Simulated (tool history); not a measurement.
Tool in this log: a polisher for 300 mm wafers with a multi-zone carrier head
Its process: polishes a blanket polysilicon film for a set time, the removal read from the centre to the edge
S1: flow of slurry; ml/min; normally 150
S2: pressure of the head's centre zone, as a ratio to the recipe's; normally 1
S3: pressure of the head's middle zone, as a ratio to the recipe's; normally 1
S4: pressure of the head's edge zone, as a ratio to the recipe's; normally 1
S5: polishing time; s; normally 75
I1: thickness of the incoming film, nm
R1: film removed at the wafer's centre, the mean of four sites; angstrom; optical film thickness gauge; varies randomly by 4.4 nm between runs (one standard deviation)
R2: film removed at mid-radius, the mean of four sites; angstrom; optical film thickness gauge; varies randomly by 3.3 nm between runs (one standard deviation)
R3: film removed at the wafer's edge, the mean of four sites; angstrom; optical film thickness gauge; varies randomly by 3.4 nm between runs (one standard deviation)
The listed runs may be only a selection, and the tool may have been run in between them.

run 1 hour=0 | S1=110 S2=1 S3=1 S4=0.88 S5=86 | I1=1528.7 | R1=3675 R2=3457 R3=3524
-- hour=52.3 carrier head's membrane replaced by a new one
run 2 hour=53 | S1=150 S2=1 S3=1 S4=1 S5=64 | I1=1538 | R1=2827 R2=2749 R3=2883
run 3 hour=114.8 | S1=125 S2=1 S3=0.94 S4=1.07 S5=75 | I1=1530.9 | R1=3135 R2=2952 R3=3444
run 4 hour=186.1 | S1=150 S2=1 S3=0.92 S4=1 S5=75 | I1=1550.9 | R1=3264 R2=3017 R3=3396
run 5 hour=211.8 | S1=150 S2=1 S3=1 S4=1.06 S5=84 | I1=1545 | R1=3634 R2=3571 R3=3841
run 6 hour=279.5 | S1=150 S2=1 S3=1.06 S4=0.92 S5=75 | I1=1535.6 | R1=3249 R2=3329 R3=3223
-- hour=316.8 edge zone pressure recalibrated
run 7 hour=340.2 | S1=150 S2=1.08 S3=1 S4=1 S5=75 | I1=1563.4 | R1=3488 R2=3134 R3=3341
run 8 hour=400.2 | S1=150 S2=1 S3=1 S4=1 S5=75 | I1=1542.4 | R1=3162 R2=3047 R3=3270
-- hour=417.4 worn pad replaced by a new one
-- hour=446.2 slurry nozzle cleaned
run 9 hour=468.3 | S1=120 S2=1 S3=1 S4=1.11 S5=75 | I1=1557.5 | R1=3147 R2=3100 R3=3504
run 10 hour=538.5 | S1=125 S2=0.9 S3=1.08 S4=1 S5=85 | I1=1536.6 | R1=3198 R2=3817 R3=3741
run 11 hour=667.8 | S1=150 S2=1 S3=1 S4=1 S5=75 | I1=1552.7 | R1=3215 R2=3197 R3=3370
run 12 hour=692.7 | S1=150 S2=1.11 S3=1 S4=1.03 S5=91 | I1=1550.7 | R1=4349 R2=3865 R3=4061
-- hour=740.7 centre zone pressure recalibrated
run 13 hour=744.7 | S1=150 S2=1.08 S3=1 S4=1 S5=75 | I1=1528.1 | R1=3577 R2=3164 R3=3350
run 14 hour=812.1 | S1=150 S2=1 S3=0.95 S4=1.05 S5=75 | I1=1546 | R1=3195 R2=2961 R3=3333
-- hour=814.9 edge zone pressure recalibrated
-- hour=841.8 carrier head's membrane replaced by a new one
run 15 hour=850.6 | S1=150 S2=1 S3=1 S4=1 S5=75 | I1=1538.3 | R1=3119 R2=3082 R3=3280
run 16 hour=876.6 | S1=135 S2=0.94 S3=1 S4=0.89 S5=63 | I1=1534.6 | R1=2388 R2=2528 R3=2572
-- hour=909.8 worn pad replaced by a new one
run 17 hour=925.3 | S1=200 S2=1.06 S3=1 S4=1 S5=75 | I1=1553.1 | R1=3412 R2=3174 R3=3353
run 18 hour=951 | S1=120 S2=1 S3=1.04 S4=1 S5=56 | I1=1535.6 | R1=2131 R2=2189 R3=2341
run 19 hour=991.4 | S1=135 S2=1.05 S3=0.94 S4=1 S5=67 | I1=1522.7 | R1=2606 R2=2435 R3=2778
-- hour=993.7 slurry nozzle cleaned
run 20 hour=1032.7 | S1=190 S2=1.04 S3=1.11 S4=1 S5=66 | I1=1543.5 | R1=3166 R2=3215 R3=3085
run 21 hour=1067.1 | S1=150 S2=1.06 S3=1 S4=1 S5=97 | I1=1547 | R1=4451 R2=4163 R3=4429
run 22 hour=1094.7 | S1=150 S2=1 S3=1 S4=1 S5=75 | I1=1538.6 | R1=3388 R2=3188 R3=3395

Branching from run 22: 4 alternative next runs. What would each branch give?
run A hour=1095.1 | S1=150 S2=1 S3=1 S4=1 S5=75 | I1=1548.8 | R1=? R2=? R3=?
run B hour=1095.1 | S1=130 S2=1.06 S3=1 S4=0.91 S5=94 | I1=1548.8 | R1=? R2=? R3=?
run C hour=1095.1 | S1=150 S2=0.91 S3=1 S4=1 S5=75 | I1=1548.8 | R1=? R2=? R3=?
run D hour=1095.1 | S1=150 S2=1 S3=0.9 S4=1 S5=101 | I1=1548.8 | R1=? R2=? R3=?

run=A R1=3336 R2=3261 R3=3402
run=B R1=4324 R2=3996 R3=4014
run=C R1=3033 R2=3262 R3=3402
run=D R1=4489 R2=4020 R3=4588
Had the tool no hidden state, the same runs would have come out as:
run=A R1=3346 R2=3269 R3=3409
run=B R1=4338 R2=4008 R3=4023
run=C R1=3042 R2=3271 R3=3409
run=D R1=4502 R2=4031 R3=4597
